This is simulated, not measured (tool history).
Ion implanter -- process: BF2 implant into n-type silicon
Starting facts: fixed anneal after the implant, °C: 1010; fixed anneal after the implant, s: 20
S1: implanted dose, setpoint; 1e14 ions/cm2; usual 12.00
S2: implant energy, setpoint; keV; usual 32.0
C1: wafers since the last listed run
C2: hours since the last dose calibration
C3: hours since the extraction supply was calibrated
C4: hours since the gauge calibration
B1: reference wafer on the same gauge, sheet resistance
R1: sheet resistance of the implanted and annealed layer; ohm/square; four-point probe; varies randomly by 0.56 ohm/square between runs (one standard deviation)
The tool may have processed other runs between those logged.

| run | hour | S1 | S2 | C1 | C2 | C3 | C4 | B1 | R1 |
|---|---|---|---|---|---|---|---|---|---|
| 1 | 0.0 | 10.58 | 38.5 | 0 | 904.8 | 247.5 | 151.3 | 132.72 | 141.52 |
| 2 | 97.2 | 12.00 | 37.0 | 2279 | 1002.0 | 344.7 | 248.5 | 132.81 | 136.49 |
| 3 | 144.8 | 12.00 | 37.0 | 1116 | 1049.6 | 392.3 | 296.1 | 132.78 | 136.46 |
| 4 | 229.1 | 12.00 | 32.0 | 1976 | 1133.9 | 476.6 | 380.4 | 132.88 | 144.60 |
| 5 | 305.2 | 12.00 | 32.0 | 1784 | 1210.0 | 552.7 | 456.5 | 132.88 | 144.79 |
| 6 | 374.7 | 12.00 | 28.0 | 1629 | 1279.5 | 622.2 | 526.0 | 132.94 | 152.68 |
| 7 | 440.4 | 12.00 | 28.0 | 1540 | 1345.2 | 687.9 | 591.7 | 133.05 | 152.68 |
| 8 | 484.3 | 11.15 | 38.5 | 1029 | 1389.1 | 731.8 | 635.6 | 133.05 | 138.79 |
| 9 | 736.8 | 11.15 | 38.5 | 5921 | 1641.6 | 984.3 | 888.1 | 133.31 | 139.37 |
| 10 | 776.3 | 12.00 | 38.5 | 926 | 1681.1 | 1023.8 | 927.6 | 133.40 | 135.13 |
| 11 | 838.7 | 12.00 | 38.5 | 1463 | 1743.5 | 1086.2 | 990.0 | 133.50 | 134.91 |
| 12 | 905.0 | 12.00 | 32.0 | 1554 | 1809.8 | 1152.5 | 1056.3 | 133.58 | 145.45 |
|  | 1052.4 | Faraday cup replaced and dose calibrated |
| 13 | 1147.9 | 10.34 | 29.0 | 5508 | 95.5 | 1395.4 | 1299.2 | 133.93 | 160.71 |
| 14 | 1200.7 | 10.34 | 29.0 | 1238 | 148.3 | 1448.2 | 1352.0 | 134.03 | 161.16 |
| 15 | 1301.0 | 12.00 | 32.0 | 2352 | 248.6 | 1548.5 | 1452.3 | 134.23 | 147.30 |
| 16 | 1398.0 | 12.00 | 32.0 | 2274 | 345.6 | 1645.5 | 1549.3 | 134.50 | 147.06 |
| 17 | 1449.6 | 12.00 | 32.0 | 1210 | 397.2 | 1697.1 | 1600.9 | 134.56 | 146.59 |
| 18 | 1501.7 | 12.00 | 32.0 | 1221 | 449.3 | 1749.2 | 1653.0 | 134.72 | 146.11 |
| 19 | 1658.8 | 12.00 | 32.0 | 3684 | 606.4 | 1906.3 | 1810.1 | 135.05 | 146.75 |
| 20 | 1742.0 | 9.87 | 36.0 | 1951 | 689.6 | 1989.5 | 1893.3 | 135.38 | 153.96 |
| 21 | 1849.6 | 15.48 | 21.5 | 2523 | 797.2 | 2097.1 | 2000.9 | 135.69 | 165.44 |
| 22 | 1919.1 | 12.00 | 32.0 | 1629 | 866.7 | 2166.6 | 2070.4 | 135.83 | 147.43 |
| 23 | 1967.3 | 15.11 | 22.0 | 1130 | 914.9 | 2214.8 | 2118.6 | 136.05 | 164.82 |
|  | 2028.1 | gauge calibrated |
| 24 | 2051.3 | 11.09 | 23.0 | 1969 | 998.9 | 2298.8 | 23.2 | 132.62 | 169.82 |
|  | 2061.1 | extraction supply calibrated |
| 25 | 2149.6 | 12.00 | 32.0 | 2117 | 1097.2 | 88.5 | 121.5 | 132.82 | 143.93 |
| 26 | 2195.5 | 13.45 | 39.5 | 1076 | 1143.1 | 134.4 | 167.4 | 132.81 | 127.67 |
| 27 | 2290.1 | 11.15 | 38.5 | 2218 | 1237.7 | 229.0 | 262.0 | 132.73 | 138.30 |
| 28 | 2344.5 | 8.70 | 32.0 | 1275 | 1292.1 | 283.4 | 316.4 | 132.86 | 167.64 |
| 29 | 2406.8 | 12.00 | 28.5 | 1460 | 1354.4 | 345.7 | 378.7 | 132.95 | 151.56 |
| 30 | 2509.1 | 8.77 | 37.0 | 2398 | 1456.7 | 448.0 | 481.0 | 132.96 | 159.83 |
| 31 | 2565.1 | 9.42 | 40.5 | 1313 | 1512.7 | 504.0 | 537.0 | 133.01 | 149.03 |
| 32 | 2612.5 | 12.00 | 32.0 | 1111 | 1560.1 | 551.4 | 584.4 | 133.07 | 144.80 |
| 33 | 2704.8 | 12.00 | 32.0 | 2164 | 1652.4 | 643.7 | 676.7 | 133.12 | 145.11 |
| 34 | 2801.4 | 14.69 | 24.5 | 2265 | 1749.0 | 740.3 | 773.3 | 133.23 | 155.37 |
|  | 2812.9 | Faraday cup replaced and dose calibrated |
| 35 | 2988.9 | 13.95 | 29.0 | 4209 | 176.0 | 927.8 | 960.8 | 133.42 | 145.38 |

Branching from run 35: 4 alternative next runs. What would each branch give?
| A | 2989.3 | 12.00 | 42.5 | 9 | 176.4 | 928.2 | 961.2 | ? | ? |
| B | 2989.3 | 15.10 | 35.5 | 9 | 176.4 | 928.2 | 961.2 | ? | ? |
| C | 2989.3 | 8.87 | 32.0 | 9 | 176.4 | 928.2 | 961.2 | ? | ? |
| D | 2989.3 | 15.49 | 39.0 | 9 | 176.4 | 928.2 | 961.2 | ? | ? |

| run | B1 | R1 |
|---|---|---|
| A | 133.42 | 130.35 |
| B | 133.42 | 130.46 |
| C | 133.42 | 166.79 |
| D | 133.42 | 124.35 |
Without the tool's hidden state the same runs would have given:
| run | R1 |
|---|---|
| A | 129.94 |
| B | 130.05 |
| C | 166.26 |
| D | 123.95 |

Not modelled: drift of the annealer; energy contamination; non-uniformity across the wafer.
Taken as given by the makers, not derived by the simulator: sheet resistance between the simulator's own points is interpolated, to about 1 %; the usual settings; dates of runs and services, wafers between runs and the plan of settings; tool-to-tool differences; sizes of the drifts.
